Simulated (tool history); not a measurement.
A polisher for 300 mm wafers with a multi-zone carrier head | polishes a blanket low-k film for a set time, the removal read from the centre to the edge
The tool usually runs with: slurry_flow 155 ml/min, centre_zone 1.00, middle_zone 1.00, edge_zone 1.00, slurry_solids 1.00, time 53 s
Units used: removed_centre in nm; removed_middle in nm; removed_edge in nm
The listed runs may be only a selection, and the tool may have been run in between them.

run,hour,slurry_flow,centre_zone,middle_zone,edge_zone,slurry_solids,time,wafers since the last listed run,wafers polished on this pad,hours since the slurry nozzle was cleaned,hours since the centre zone pressure was calibrated,hours since the edge zone pressure was calibrated,hours since the carrier head's membrane was replaced,"incoming thickness of the incoming film, nm",removed_centre,removed_middle,removed_edge
1,0.0,155,1.00,1.00,1.00,1.00,53,0,85,444.1,610.3,687.0,830.9,414.4,31.1,31.1,30.4
2,30.9,155,1.00,1.00,1.00,1.00,53,415,500,475.0,641.2,717.9,861.8,419.4,31.4,30.5,30.4
3,56.7,155,1.00,1.00,1.00,1.00,53,346,847,500.8,667.0,743.7,887.6,415.6,30.8,30.7,30.3
# hour 81.4: worn pad replaced by a new one
4,82.2,155,1.00,1.00,1.00,1.00,53,289,11,526.3,692.5,769.2,913.1,421.8,30.8,30.7,29.1
5,118.1,155,1.00,1.00,1.00,1.00,53,482,493,562.2,728.4,805.1,949.0,423.0,30.7,30.4,29.6
# hour 132.8: carrier head's membrane replaced by a new one
6,137.4,155,1.00,1.00,1.00,1.00,53,192,686,581.5,747.7,824.4,4.6,419.5,31.0,30.5,30.4
7,162.4,155,1.00,1.00,1.00,1.00,53,336,1022,606.5,772.7,849.4,29.6,416.3,31.3,31.7,30.0
# hour 173.8: worn pad replaced by a new one
8,190.6,155,1.00,1.00,1.00,1.00,53,325,226,634.7,800.9,877.6,57.8,421.2,30.8,30.1,29.8
9,214.6,155,1.00,1.00,1.00,1.00,53,322,549,658.7,824.9,901.6,81.8,414.9,30.6,30.0,30.4
# hour 220.4: slurry nozzle cleaned
10,247.4,155,1.00,0.89,0.90,1.00,62,427,976,27.0,857.7,934.4,114.6,422.9,36.0,32.9,33.2
# hour 259.1: worn pad replaced by a new one
11,282.7,170,0.93,1.00,1.00,1.00,53,420,317,62.3,893.0,969.7,149.9,427.6,30.0,32.2,29.5
12,307.1,155,1.00,1.00,1.00,1.00,53,328,645,86.7,917.4,994.1,174.3,414.4,31.4,30.8,30.1
# hour 318.8: centre zone pressure recalibrated
# hour 324.5: edge zone pressure recalibrated
13,334.5,155,1.00,1.12,1.00,0.75,53,314,960,114.1,15.7,10.0,201.7,422.0,25.7,27.9,24.3
# hour 353.0: worn pad replaced by a new one
14,363.2,155,1.00,1.00,1.08,1.00,43,332,137,142.8,44.4,38.7,230.4,425.5,25.7,24.8,25.5
15,381.0,155,1.00,1.00,1.00,1.00,53,239,376,160.6,62.2,56.5,248.2,421.1,30.8,30.6,30.1
16,421.7,205,1.00,1.00,1.00,0.80,65,547,923,201.3,102.9,97.2,288.9,425.4,33.9,33.9,33.5

Branching from run 16: 4 alternative next runs. What would each branch give?
A,422.1,180,1.00,1.00,1.00,1.00,53,5,929,201.7,103.3,97.6,289.3,426.1,?,?,?
B,422.1,155,1.00,1.11,1.00,0.90,59,5,929,201.7,103.3,97.6,289.3,426.1,?,?,?
C,422.1,155,1.00,0.89,1.00,1.00,67,5,929,201.7,103.3,97.6,289.3,426.1,?,?,?
D,422.1,155,1.00,0.95,1.00,1.00,53,5,929,201.7,103.3,97.6,289.3,426.1,?,?,?

run,removed_centre,removed_middle,removed_edge
A,31.6,31.3,30.5
B,32.3,34.9,31.3
C,39.1,35.1,38.0
D,30.9,29.4,30.1
Stripped of hidden state, with their random variation kept, the same runs would have yielded:
run,removed_centre,removed_middle,removed_edge
A,31.6,31.3,30.5
B,32.3,34.9,31.3
C,39.1,35.1,38.0
D,30.9,29.4,30.1
